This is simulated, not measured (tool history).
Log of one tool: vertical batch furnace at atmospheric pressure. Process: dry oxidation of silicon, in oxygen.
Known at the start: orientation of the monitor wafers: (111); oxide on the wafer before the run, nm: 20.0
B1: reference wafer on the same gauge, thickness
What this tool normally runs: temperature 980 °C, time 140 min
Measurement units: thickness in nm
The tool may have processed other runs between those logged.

{"run": 1, "hour": 0.0, "temperature": 998, "time": 140, "B1": 133.89, "thickness": 134.67}
{"run": 2, "hour": 39.2, "temperature": 998, "time": 140, "B1": 134, "thickness": 134.62}
{"run": 3, "hour": 93.1, "temperature": 980, "time": 123.5, "B1": 134, "thickness": 111.94}
{"run": 4, "hour": 155.5, "temperature": 980, "time": 123.5, "B1": 134.05, "thickness": 112.58}
{"run": 5, "hour": 185.7, "temperature": 999, "time": 140, "B1": 133.98, "thickness": 136.63}
{"hour": 247.5, "done": "gauge calibrated"}
{"hour": 278.0, "done": "boat lift adjusted"}
{"run": 6, "hour": 278.5, "temperature": 999, "time": 140, "B1": 134.04, "thickness": 136.55}
{"run": 7, "hour": 323.1, "temperature": 980, "time": 140, "B1": 134.05, "thickness": 121.06}
{"run": 8, "hour": 356.3, "temperature": 991, "time": 140, "B1": 133.97, "thickness": 129.95}
{"hour": 401.8, "done": "thermocouples replaced and temperature profile calibrated"}
{"run": 9, "hour": 402.3, "temperature": 1004, "time": 140, "B1": 134, "thickness": 135.55}
{"run": 10, "hour": 427.2, "temperature": 997, "time": 167.5, "B1": 134.05, "thickness": 144.04}
{"run": 11, "hour": 472.9, "temperature": 980, "time": 115.5, "B1": 133.93, "thickness": 104.61}
{"run": 12, "hour": 541.2, "temperature": 980, "time": 140, "B1": 134.01, "thickness": 116.89}
{"run": 13, "hour": 581.1, "temperature": 980, "time": 140, "B1": 134.05, "thickness": 117.02}
{"run": 14, "hour": 647.5, "temperature": 958, "time": 186, "B1": 133.98, "thickness": 120.23}

Consider 3 possible next runs. They are alternatives, not a sequence: every one starts from the tool as it was left by run 14. What does each give?
{"run": "A", "hour": 653.1, "temperature": 980, "time": 140, "B1": "?", "thickness": "?"}
{"run": "B", "hour": 653.1, "temperature": 973, "time": 194, "B1": "?", "thickness": "?"}
{"run": "C", "hour": 653.1, "temperature": 999, "time": 107, "B1": "?", "thickness": "?"}

run=A B1=133.92 thickness=117.02
run=B B1=133.92 thickness=135.79
run=C B1=133.92 thickness=112.49
What these runs would have given with no unlogged condition in the tool:
run=A thickness=116.67
run=B thickness=135.38
run=C thickness=112.15
